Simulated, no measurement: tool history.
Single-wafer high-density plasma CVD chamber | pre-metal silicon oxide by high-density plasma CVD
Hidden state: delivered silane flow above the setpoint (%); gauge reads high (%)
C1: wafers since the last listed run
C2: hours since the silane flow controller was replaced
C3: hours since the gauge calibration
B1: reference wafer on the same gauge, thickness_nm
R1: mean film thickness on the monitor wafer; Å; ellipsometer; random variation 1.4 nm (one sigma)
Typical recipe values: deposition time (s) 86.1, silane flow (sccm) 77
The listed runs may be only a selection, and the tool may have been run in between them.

run 1 hour=0.0 | deposition_time_(s)=86.1 silane_flow_(sccm)=77 | C1=0 C2=904.1 C3=477.0 | B1=688.130 | R1=6833.37
run 2 hour=40.9 | deposition_time_(s)=86.1 silane_flow_(sccm)=77 | C1=659 C2=945.0 C3=517.9 | B1=688.208 | R1=6836.86
run 3 hour=129.4 | deposition_time_(s)=86.1 silane_flow_(sccm)=77 | C1=1427 C2=1033.5 C3=606.4 | B1=688.291 | R1=6858.73
run 4 hour=165.5 | deposition_time_(s)=86.1 silane_flow_(sccm)=73 | C1=582 C2=1069.6 C3=642.5 | B1=687.885 | R1=6539.84
run 5 hour=203.3 | deposition_time_(s)=86.1 silane_flow_(sccm)=73 | C1=609 C2=1107.4 C3=680.3 | B1=688.300 | R1=6564.17
run 6 hour=259.0 | deposition_time_(s)=86.1 silane_flow_(sccm)=73 | C1=898 C2=1163.1 C3=736.0 | B1=688.336 | R1=6603.06
run 7 hour=330.5 | deposition_time_(s)=86.1 silane_flow_(sccm)=66 | C1=1153 C2=1234.6 C3=807.5 | B1=688.459 | R1=6043.90
run 8 hour=394.2 | deposition_time_(s)=86.1 silane_flow_(sccm)=77 | C1=1027 C2=1298.3 C3=871.2 | B1=688.111 | R1=6904.21
run 9 hour=432.5 | deposition_time_(s)=86.1 silane_flow_(sccm)=77 | C1=617 C2=1336.6 C3=909.5 | B1=687.930 | R1=6891.16
run 10 hour=535.7 | deposition_time_(s)=86.1 silane_flow_(sccm)=77 | C1=1665 C2=1439.8 C3=1012.7 | B1=687.383 | R1=6890.31
run 11 hour=637.6 | deposition_time_(s)=86.1 silane_flow_(sccm)=86 | C1=1644 C2=1541.7 C3=1114.6 | B1=687.686 | R1=7538.27
run 12 hour=674.4 | deposition_time_(s)=86.1 silane_flow_(sccm)=86 | C1=593 C2=1578.5 C3=1151.4 | B1=687.930 | R1=7565.52
-- hour=694.3 silane flow controller replaced
run 13 hour=777.0 | deposition_time_(s)=86.1 silane_flow_(sccm)=86 | C1=1526 C2=82.7 C3=1254.0 | B1=687.822 | R1=7485.35
run 14 hour=841.2 | deposition_time_(s)=86.1 silane_flow_(sccm)=77 | C1=1035 C2=146.9 C3=1318.2 | B1=687.981 | R1=6845.81
run 15 hour=882.9 | deposition_time_(s)=86.1 silane_flow_(sccm)=77 | C1=672 C2=188.6 C3=1359.9 | B1=688.493 | R1=6850.14
run 16 hour=924.1 | deposition_time_(s)=86.1 silane_flow_(sccm)=77 | C1=664 C2=229.8 C3=1401.1 | B1=688.406 | R1=6816.17
run 17 hour=983.2 | deposition_time_(s)=70.9 silane_flow_(sccm)=81 | C1=953 C2=288.9 C3=1460.2 | B1=687.875 | R1=5888.65
run 18 hour=1076.9 | deposition_time_(s)=102.5 silane_flow_(sccm)=64 | C1=1511 C2=382.6 C3=1553.9 | B1=687.831 | R1=6976.48
run 19 hour=1155.9 | deposition_time_(s)=86.1 silane_flow_(sccm)=77 | C1=1274 C2=461.6 C3=1632.9 | B1=688.117 | R1=6840.57
run 20 hour=1221.4 | deposition_time_(s)=76.8 silane_flow_(sccm)=77 | C1=1056 C2=527.1 C3=1698.4 | B1=687.914 | R1=6092.99
-- hour=1259.7 gauge calibrated
run 21 hour=1313.6 | deposition_time_(s)=73.5 silane_flow_(sccm)=82 | C1=1487 C2=619.3 C3=53.9 | B1=687.692 | R1=6175.60
run 22 hour=1387.5 | deposition_time_(s)=90.6 silane_flow_(sccm)=70 | C1=1192 C2=693.2 C3=127.8 | B1=688.306 | R1=6656.93
run 23 hour=1476.4 | deposition_time_(s)=102.7 silane_flow_(sccm)=70 | C1=1434 C2=782.1 C3=216.7 | B1=687.641 | R1=7558.99
run 24 hour=1573.8 | deposition_time_(s)=98.0 silane_flow_(sccm)=87 | C1=1571 C2=879.5 C3=314.1 | B1=688.314 | R1=8676.83
run 25 hour=1666.9 | deposition_time_(s)=99.0 silane_flow_(sccm)=62 | C1=1502 C2=972.6 C3=407.2 | B1=687.808 | R1=6605.00
run 26 hour=1885.4 | deposition_time_(s)=86.1 silane_flow_(sccm)=77 | C1=3525 C2=1191.1 C3=625.7 | B1=688.399 | R1=6866.54
run 27 hour=1922.8 | deposition_time_(s)=86.1 silane_flow_(sccm)=71 | C1=603 C2=1228.5 C3=663.1 | B1=688.151 | R1=6403.70
run 28 hour=1992.6 | deposition_time_(s)=93.4 silane_flow_(sccm)=89 | C1=1126 C2=1298.3 C3=732.9 | B1=687.876 | R1=8438.34
run 29 hour=2093.3 | deposition_time_(s)=80.8 silane_flow_(sccm)=66 | C1=1624 C2=1399.0 C3=833.6 | B1=688.073 | R1=5683.42
run 30 hour=2144.9 | deposition_time_(s)=92.3 silane_flow_(sccm)=89 | C1=832 C2=1450.6 C3=885.2 | B1=688.321 | R1=8335.40
run 31 hour=2225.6 | deposition_time_(s)=76.4 silane_flow_(sccm)=85 | C1=1302 C2=1531.3 C3=965.9 | B1=688.272 | R1=6648.36
run 32 hour=2265.8 | deposition_time_(s)=86.1 silane_flow_(sccm)=77 | C1=648 C2=1571.5 C3=1006.1 | B1=687.642 | R1=6885.83
run 33 hour=2311.0 | deposition_time_(s)=86.1 silane_flow_(sccm)=68 | C1=729 C2=1616.7 C3=1051.3 | B1=688.194 | R1=6193.43

Branching from run 33: 5 alternative next runs. What would each branch give?
run A hour=2311.4 | deposition_time_(s)=86.1 silane_flow_(sccm)=77 | C1=6 C2=1617.1 C3=1051.7 | B1=? | R1=?
run B hour=2311.4 | deposition_time_(s)=71.1 silane_flow_(sccm)=62 | C1=6 C2=1617.1 C3=1051.7 | B1=? | R1=?
run C hour=2311.4 | deposition_time_(s)=81.5 silane_flow_(sccm)=67 | C1=6 C2=1617.1 C3=1051.7 | B1=? | R1=?
run D hour=2311.4 | deposition_time_(s)=86.1 silane_flow_(sccm)=65 | C1=6 C2=1617.1 C3=1051.7 | B1=? | R1=?
run E hour=2311.4 | deposition_time_(s)=80.6 silane_flow_(sccm)=64 | C1=6 C2=1617.1 C3=1051.7 | B1=? | R1=?

run=A B1=687.607 R1=6879.73
run=B B1=687.607 R1=4755.58
run=C B1=687.607 R1=5804.85
run=D B1=687.607 R1=5983.04
run=E B1=687.607 R1=5530.90
Without the tool's hidden state the same runs would have given:
run=A R1=6825.10
run=B R1=4717.82
run=C R1=5758.76
run=D R1=5935.53
run=E R1=5486.98
